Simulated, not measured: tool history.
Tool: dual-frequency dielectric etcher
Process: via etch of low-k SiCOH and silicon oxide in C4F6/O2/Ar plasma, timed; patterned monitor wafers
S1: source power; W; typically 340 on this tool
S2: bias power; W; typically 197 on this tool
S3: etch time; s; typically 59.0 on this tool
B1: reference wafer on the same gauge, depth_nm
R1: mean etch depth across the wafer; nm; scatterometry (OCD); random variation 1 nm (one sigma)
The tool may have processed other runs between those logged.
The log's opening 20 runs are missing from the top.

{"run": 21, "hour": 1789.4, "S1": 340, "S2": 218, "S3": 59.0, "B1": 187.9, "R1": 153.9}
{"run": 22, "hour": 1857.6, "S1": 340, "S2": 197, "S3": 41.5, "B1": 187.9, "R1": 105.2}
{"hour": 1878.9, "done": "source power generator calibrated"}
{"hour": 1886.1, "done": "wet clean of the chamber"}
{"run": 23, "hour": 1919.7, "S1": 340, "S2": 218, "S3": 50.0, "B1": 187.8, "R1": 139.7}
{"hour": 1952.5, "done": "gauge calibrated"}
{"run": 24, "hour": 2026.7, "S1": 340, "S2": 197, "S3": 59.0, "B1": 187.7, "R1": 157.2}
{"run": 25, "hour": 2106.2, "S1": 340, "S2": 197, "S3": 74.5, "B1": 187.9, "R1": 196.9}
{"run": 26, "hour": 2209.5, "S1": 290, "S2": 157, "S3": 59.0, "B1": 188.1, "R1": 134.2}
{"run": 27, "hour": 2294.5, "S1": 290, "S2": 210, "S3": 75.0, "B1": 188.0, "R1": 192.6}
{"hour": 2423.1, "done": "wet clean of the chamber"}
{"run": 28, "hour": 2456.5, "S1": 340, "S2": 155, "S3": 59.0, "B1": 187.8, "R1": 144.3}
{"run": 29, "hour": 2512.2, "S1": 290, "S2": 210, "S3": 75.0, "B1": 187.9, "R1": 197.4}
{"run": 30, "hour": 2611.0, "S1": 380, "S2": 215, "S3": 74.5, "B1": 187.8, "R1": 210.0}

3 ways to go on from here, each from the tool as it stands after run 30. What would each give?
{"run": "A", "hour": 2611.4, "S1": 340, "S2": 197, "S3": 59.0, "B1": "?", "R1": "?"}
{"run": "B", "hour": 2611.4, "S1": 370, "S2": 155, "S3": 52.5, "B1": "?", "R1": "?"}
{"run": "C", "hour": 2611.4, "S1": 380, "S2": 227, "S3": 42.0, "B1": "?", "R1": "?"}

run=A B1=188.1 R1=156.4
run=B B1=188.1 R1=129.8
run=C B1=188.1 R1=121.8
With the hidden condition removed and each run's random variation left untouched, the same runs would have given:
run=A R1=159.4
run=B R1=132.3
run=C R1=124.1
